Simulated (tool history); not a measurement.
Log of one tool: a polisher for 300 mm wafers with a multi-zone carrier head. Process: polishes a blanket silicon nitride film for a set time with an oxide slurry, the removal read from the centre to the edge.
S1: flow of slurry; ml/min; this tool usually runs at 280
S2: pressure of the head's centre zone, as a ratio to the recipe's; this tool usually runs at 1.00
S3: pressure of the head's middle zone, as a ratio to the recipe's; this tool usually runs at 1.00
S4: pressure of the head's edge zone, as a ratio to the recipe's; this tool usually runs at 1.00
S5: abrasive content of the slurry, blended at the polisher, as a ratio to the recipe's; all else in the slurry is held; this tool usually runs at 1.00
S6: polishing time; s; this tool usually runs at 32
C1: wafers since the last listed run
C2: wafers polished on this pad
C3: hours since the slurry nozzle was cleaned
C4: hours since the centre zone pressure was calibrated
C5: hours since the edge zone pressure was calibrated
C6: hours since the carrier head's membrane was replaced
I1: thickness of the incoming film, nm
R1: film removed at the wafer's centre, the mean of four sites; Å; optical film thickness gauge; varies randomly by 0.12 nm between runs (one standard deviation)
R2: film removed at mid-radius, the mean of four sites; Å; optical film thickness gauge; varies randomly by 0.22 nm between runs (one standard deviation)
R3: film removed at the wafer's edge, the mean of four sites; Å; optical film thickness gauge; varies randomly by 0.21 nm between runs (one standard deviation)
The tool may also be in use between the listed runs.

run,hour,S1,S2,S3,S4,S5,S6,C1,C2,C3,C4,C5,C6,I1,R1,R2,R3
1,0.0,280,0.96,1.00,1.00,1.00,28,0,3102,83.3,257.5,272.9,2.0,582.9,119,125,126
2,206.1,280,1.00,0.92,1.00,1.10,27,3219,6321,289.4,463.6,479.0,208.1,582.9,122,116,122
3,276.1,280,1.00,1.00,1.00,1.00,32,1093,7415,359.4,533.6,549.0,278.1,572.9,138,139,136
4,330.1,280,1.00,1.00,1.00,1.00,32,843,8258,413.4,587.6,603.0,332.1,586.5,136,134,136
# hour 339.1: worn pad replaced by a new one
5,368.5,280,1.06,1.00,1.00,1.15,32,537,459,451.8,626.0,641.4,370.5,585.9,159,152,149
# hour 377.2: edge zone pressure recalibrated
6,394.5,280,1.00,1.00,1.00,1.00,32,374,834,477.8,652.0,17.3,396.5,581.9,142,137,143
7,428.1,280,0.88,0.96,0.88,0.80,32,524,1359,511.4,685.6,50.9,430.1,575.1,113,127,128
8,464.2,280,1.00,1.00,1.00,1.00,32,563,1923,547.5,721.7,87.0,466.2,583.9,137,135,139
9,528.1,365,1.00,1.08,0.95,1.00,38,998,2921,611.4,785.6,150.9,530.1,569.6,164,174,162
# hour 548.4: slurry nozzle cleaned
10,595.8,280,1.06,0.88,1.00,1.00,32,1041,3963,47.4,853.3,218.6,597.8,583.3,154,137,142
11,644.5,315,1.00,0.91,1.00,1.00,32,760,4723,96.1,902.0,267.3,646.5,579.2,146,142,148
12,672.6,210,1.00,1.08,1.00,0.85,32,438,5162,124.2,930.1,295.4,674.6,587.8,131,137,127
13,723.1,280,1.00,1.00,1.00,1.00,32,788,5951,174.7,980.6,345.9,725.1,588.8,145,144,145
# hour 777.0: centre zone pressure recalibrated
14,785.6,280,1.00,1.00,1.00,1.00,22,944,6896,237.2,8.6,408.4,787.6,570.4,98,96,98
15,822.2,280,1.00,0.89,1.08,0.90,24,571,7468,273.8,45.2,445.0,824.2,581.0,102,95,104
16,862.8,225,0.94,1.00,1.00,1.00,32,634,8102,314.4,85.8,485.6,864.8,588.9,125,132,134
# hour 906.3: worn pad replaced by a new one
# hour 1017.7: edge zone pressure recalibrated
17,1051.7,280,1.00,1.00,1.00,1.00,32,2856,2239,503.3,274.7,34.0,1053.7,580.4,137,143,138

Estimate the outcome of run 18 from the log above:
# hour 1071.2: slurry nozzle cleaned
18,1108.6,280,1.00,0.89,1.08,0.90,24,873,3112,37.4,331.6,90.9,1110.6,575.3,?,?,?

{"run 18": {"R1": 105, "R2": 99, "R3": 105}}
Were there no unlogged condition in the tool, this run, its random variation unchanged, would have produced R1 109 Å, R2 102 Å, R3 108 Å.

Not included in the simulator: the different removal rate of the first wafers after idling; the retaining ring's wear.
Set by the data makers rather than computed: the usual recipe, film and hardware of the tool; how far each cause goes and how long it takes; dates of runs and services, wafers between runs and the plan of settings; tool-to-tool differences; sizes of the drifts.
